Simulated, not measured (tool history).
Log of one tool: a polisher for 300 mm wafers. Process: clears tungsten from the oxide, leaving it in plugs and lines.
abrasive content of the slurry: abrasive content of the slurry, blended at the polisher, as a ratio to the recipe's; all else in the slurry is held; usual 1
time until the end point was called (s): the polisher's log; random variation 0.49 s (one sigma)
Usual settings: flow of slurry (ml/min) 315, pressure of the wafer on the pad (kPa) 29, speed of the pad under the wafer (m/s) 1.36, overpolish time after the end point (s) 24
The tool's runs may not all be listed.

run,hour,flow of slurry (ml/min),pressure of the wafer on the pad (kPa),speed of the pad under the wafer (m/s),abrasive content of the slurry,overpolish time after the end point (s),"incoming thickness of the incoming film, nm",time until the end point was called (s)
1,0,315,29,1.36,1,24,240.1,33.2
# hour 44.5: slurry blender recalibrated
2,67.7,315,29,1.36,1,24,241.3,33.6
3,94.7,315,29,1.36,1,28,239.4,33.5
# hour 148.5: worn pad replaced by a new one
4,165.6,315,29,1.36,1,28,236.4,30.1
# hour 173.1: slurry tank refilled with fresh slurry and peroxide
# hour 225.4: head pressure recalibrated
5,227.3,315,29,1.36,1,24,243.9,35.9
# hour 232.7: slurry nozzle cleaned
6,298.4,290,29,1.36,1,20,237.1,35.1
7,349.8,290,29,1.36,1,20,239.7,34.4
# hour 355.9: slurry blender recalibrated
8,384.8,315,31,1.36,1,24,236.8,31.9
9,429.5,315,31,1.36,1,24,241.5,32.8
# hour 453.2: worn pad replaced by a new one
10,457.4,315,31,1.36,1,24,242,29.6
11,522,315,39.3,1.36,1,24,236.7,23.8
# hour 550.5: slurry tank refilled with fresh slurry and peroxide
12,574.5,275,29,1.36,1,24,237.4,33.9
# hour 592.2: slurry nozzle cleaned
13,608.3,315,29,1.36,1,24,242.3,33.4
# hour 662: slurry blender recalibrated
14,784.7,315,29,1.36,1,24,237,32.6
# hour 796.2: worn pad replaced by a new one
15,809.4,215,24.8,1.36,1,24,235.5,36.4
16,864.3,315,29,1.36,1,24,242.7,32.9
# hour 894.5: slurry tank refilled with fresh slurry and peroxide
# hour 901.4: slurry nozzle cleaned
17,925.6,315,23.4,1.36,1,36,241.3,39.2
18,955,315,29,1.22,1,24,238.1,35.4
# hour 958.7: head pressure recalibrated
# hour 999.3: slurry blender recalibrated
19,1021.8,380,23.4,1.8,1,32,239,32.9
20,1066.3,315,21.4,1.36,1,35,242.8,46.8
21,1099.9,315,19.3,1.36,1.1,24,239.3,49.4
22,1135.5,280,38.6,1.36,1,24,237.9,25.6
23,1166.4,315,29,1.36,1,24,237.4,33.2
# hour 1170.5: worn pad replaced by a new one
# hour 1216.6: slurry nozzle cleaned
# hour 1221.1: slurry tank refilled with fresh slurry and peroxide
24,1221.6,315,29,1.36,1,24,235.3,31.1
25,1272.7,265,29,1.58,1,24,235.7,28.7
26,1330.2,210,24.8,1.36,1.3,24,244.2,38.1

Measured less the same run without the tool's hidden state. The same run-to-run variation is in both; the gauge's scatter may not be:
The hidden state here: removal rate lost through wear of the pad, %; slurry flow missing at the pad, %; deviation of the head's pressure from its setpoint, %; abrasive missing from the slurry, %; peroxide lost from the slurry, %.
run,time until the end point was called (s)
1,+0.4
2,+0.5
3,+0.4
4,-2.3
5,+2.1
6,+1.8
7,+1.7
8,+1.4
9,+1.2
10,-1.9
11,-0.7
12,-0.3
13,-0.1
14,+0.3
15,-2.7
16,-1.2
17,-0.5
18,-0.1
19,+2.1
20,+2.6
21,+2.4
22,+1.1
23,+1.3
24,-1.6
25,-1
26,-0.7

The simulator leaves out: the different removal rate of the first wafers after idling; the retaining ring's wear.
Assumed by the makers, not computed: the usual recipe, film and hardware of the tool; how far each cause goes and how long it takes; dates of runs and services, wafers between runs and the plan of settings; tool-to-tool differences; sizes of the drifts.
